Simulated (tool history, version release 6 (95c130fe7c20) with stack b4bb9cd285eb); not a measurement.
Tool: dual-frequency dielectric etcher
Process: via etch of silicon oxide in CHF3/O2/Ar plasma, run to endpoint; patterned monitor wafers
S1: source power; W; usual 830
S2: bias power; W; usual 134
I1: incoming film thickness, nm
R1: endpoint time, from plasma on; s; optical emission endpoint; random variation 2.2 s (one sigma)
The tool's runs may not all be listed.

run,hour,S1,S2,I1,R1
1,0,830,134,665.6,392.3
2,6.3,830,134,665.1,387.9
3,19.5,770,155,666.6,383.5
4,32.2,770,155,665.3,382.5
5,46.1,770,155,667.2,385.7
6,53.3,830,113,669.4,414
# hour 82.9: wet clean of the chamber
7,83.4,830,134,668.3,378.1
8,83.8,830,134,671.4,375.4
# hour 94.8: bias power generator calibrated
# hour 109.1: upper electrode replaced
9,109.6,830,134,670.2,378.6
10,110,680,124,672.1,402.9
11,121.6,830,134,667.3,377.3
# hour 138.9: source power generator calibrated
12,139.4,830,160,670.4,357.5
13,152.1,830,102,662.5,403.1
14,165.4,960,123,666.9,375
15,180.6,830,134,672.5,385.8
16,192.3,830,134,664.8,378.9
17,199.3,910,167,669.6,349
18,214.1,1010,116,668.7,383.8
19,227.3,1030,134,671.9,368.4

5 ways to go on from here, each from the tool as it stands after run 19. What would each give?
A,227.8,710,134,662.5,?
B,227.8,670,134,662.5,?
C,227.8,1010,114,662.5,?
D,227.8,750,134,662.5,?
E,227.8,980,166,662.5,?

run,R1
A,389.5
B,393.6
C,378.9
D,385.6
E,344.4
Without the tool's hidden state the same runs would have given:
run,R1
A,384.9
B,388.9
C,374.4
D,381
E,340.3
